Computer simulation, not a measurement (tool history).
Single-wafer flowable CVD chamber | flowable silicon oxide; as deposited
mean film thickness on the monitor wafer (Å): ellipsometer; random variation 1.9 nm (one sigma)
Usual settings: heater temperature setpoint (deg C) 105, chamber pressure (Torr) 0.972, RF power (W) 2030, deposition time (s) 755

| run | hour | heater temperature setpoint (deg C) | chamber pressure (Torr) | RF power (W) | deposition time (s) | read-back reference wafer on the same gauge, thickness_nm | mean film thickness on the monitor wafer (Å) |
|---|---|---|---|---|---|---|---|
| 1 | 0 | 105 | 0.972 | 2030 | 676 | 534.418 | 4998.44 |
| 2 | 13.7 | 105 | 0.972 | 2030 | 676 | 533.392 | 4946.32 |
| 3 | 35.2 | 105 | 0.972 | 2030 | 815 | 533.732 | 6019.34 |
| 4 | 48.9 | 105 | 0.972 | 2030 | 815 | 533.809 | 6060.4 |
| 5 | 72.4 | 105 | 0.972 | 2030 | 755 | 534.501 | 5594.96 |
|  | 97.8 | thermocouple changed; heater temperature recalibrated |
|  | 107 | showerhead replaced |
| 6 | 107.5 | 105 | 0.972 | 2030 | 755 | 534.063 | 5608.27 |
| 7 | 116.4 | 105 | 0.831 | 2030 | 755 | 533.703 | 4783.85 |
| 8 | 130.8 | 105 | 0.774 | 1685 | 712 | 534.122 | 4123.43 |
|  | 156.7 | capacitance manometer re-zeroed and calibrated |
| 9 | 158.2 | 116 | 1.073 | 2405 | 810 | 534.476 | 4192.34 |
| 10 | 178.3 | 105 | 0.972 | 2030 | 755 | 533.826 | 5192.11 |
|  | 189.3 | RF generator calibrated |
| 11 | 208.2 | 105 | 0.972 | 2030 | 755 | 533.731 | 5218.25 |
|  | 221.5 | gauge calibrated |
| 12 | 244.1 | 117 | 0.746 | 2030 | 755 | 534.155 | 2588.59 |
| 13 | 272.8 | 105 | 0.972 | 2030 | 755 | 533.924 | 5205.5 |
| 14 | 292.8 | 105 | 0.972 | 2415 | 643 | 533.853 | 4533.68 |
| 15 | 319.9 | 105 | 0.972 | 1650 | 617 | 533.915 | 4188.58 |

The same runs without the tool's hidden state, with the same run-to-run variation:
The hidden state here: wafer temperature above the value expected at the setpoint (K); delivered RF power above the setpoint (%); true pressure above the setpoint (%); gauge reads high (%).
| run | mean film thickness on the monitor wafer (Å) |
|---|---|
| 1 | 4589.24 |
| 2 | 4538.79 |
| 3 | 5518.45 |
| 4 | 5552.92 |
| 5 | 5121.43 |
| 6 | 5126.11 |
| 7 | 4360.51 |
| 8 | 3745.05 |
| 9 | 4138.46 |
| 10 | 5114.18 |
| 11 | 5132.49 |
| 12 | 2537.83 |
| 13 | 5103.99 |
| 14 | 4440.98 |
| 15 | 4097.58 |
